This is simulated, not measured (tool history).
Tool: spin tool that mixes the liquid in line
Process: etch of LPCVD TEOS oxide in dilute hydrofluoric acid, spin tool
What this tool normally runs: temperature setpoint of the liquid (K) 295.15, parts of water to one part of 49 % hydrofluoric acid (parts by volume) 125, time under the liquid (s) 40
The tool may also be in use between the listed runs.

run,hour,temperature setpoint of the liquid (K),parts of water to one part of 49 % hydrofluoric acid (parts by volume),time under the liquid (s),"read-back film thickness of the LPCVD TEOS oxide reference wafer, read on the same gauge (nm)",thickness taken off the LPCVD TEOS oxide on a monitor wafer (Å)
1,0.0,298.65,125,40,40.01,172.4
2,8.6,295.15,125,40,39.99,150.8
3,17.4,295.15,125,40,40.00,149.4
4,27.6,295.15,125,40,40.03,152.0
5,38.7,295.15,125,40,40.00,151.1
6,55.3,291.15,125,40,39.99,127.7
7,87.9,291.15,125,40,40.02,127.0
8,101.8,291.15,125,40,40.01,128.1
9,114.8,295.15,170,40,40.00,105.5
# hour 118.5: thermometer replaced
10,126.5,295.15,75,40,40.00,265.8
11,134.9,295.15,125,60,40.00,224.7
12,145.2,295.15,125,40,39.99,150.0
13,161.4,290.15,145,60,40.00,156.6
14,194.7,292.65,175,25,40.01,57.9
15,201.1,295.15,70,30,40.00,216.3
16,207.6,299.65,125,40,40.00,176.8
17,223.1,295.15,125,60,40.00,224.8
18,240.1,295.15,125,40,40.02,150.5
# hour 277.6: hydrofluoric acid flow meter replaced
19,279.1,295.15,150,40,40.02,123.1
# hour 283.6: gauge calibrated
20,290.0,300.15,150,20,40.01,73.9
21,297.8,295.15,125,65,39.99,243.8
22,306.9,295.15,125,60,39.97,225.6
23,321.1,293.65,160,40,39.99,106.0
24,334.9,293.65,150,15,40.00,42.9
25,346.4,296.65,100,60,39.98,305.4
26,355.0,295.15,125,40,39.99,150.3
27,369.4,297.15,75,50,40.01,362.7
28,378.2,290.15,125,40,40.00,121.9
29,394.1,295.15,125,40,40.01,149.8
30,410.9,293.15,125,40,39.99,139.7
31,417.9,290.15,125,40,39.98,123.0
32,432.6,295.15,125,40,40.00,151.3
33,448.8,295.15,125,45,39.97,168.7

Run-by-run hidden state of the tool:
liquid hotter than its thermometer reads (K): 0 in every run
hydrofluoric acid flow above the setpoint (%): 0 in every run
gauge reads high (%): 0 in every run
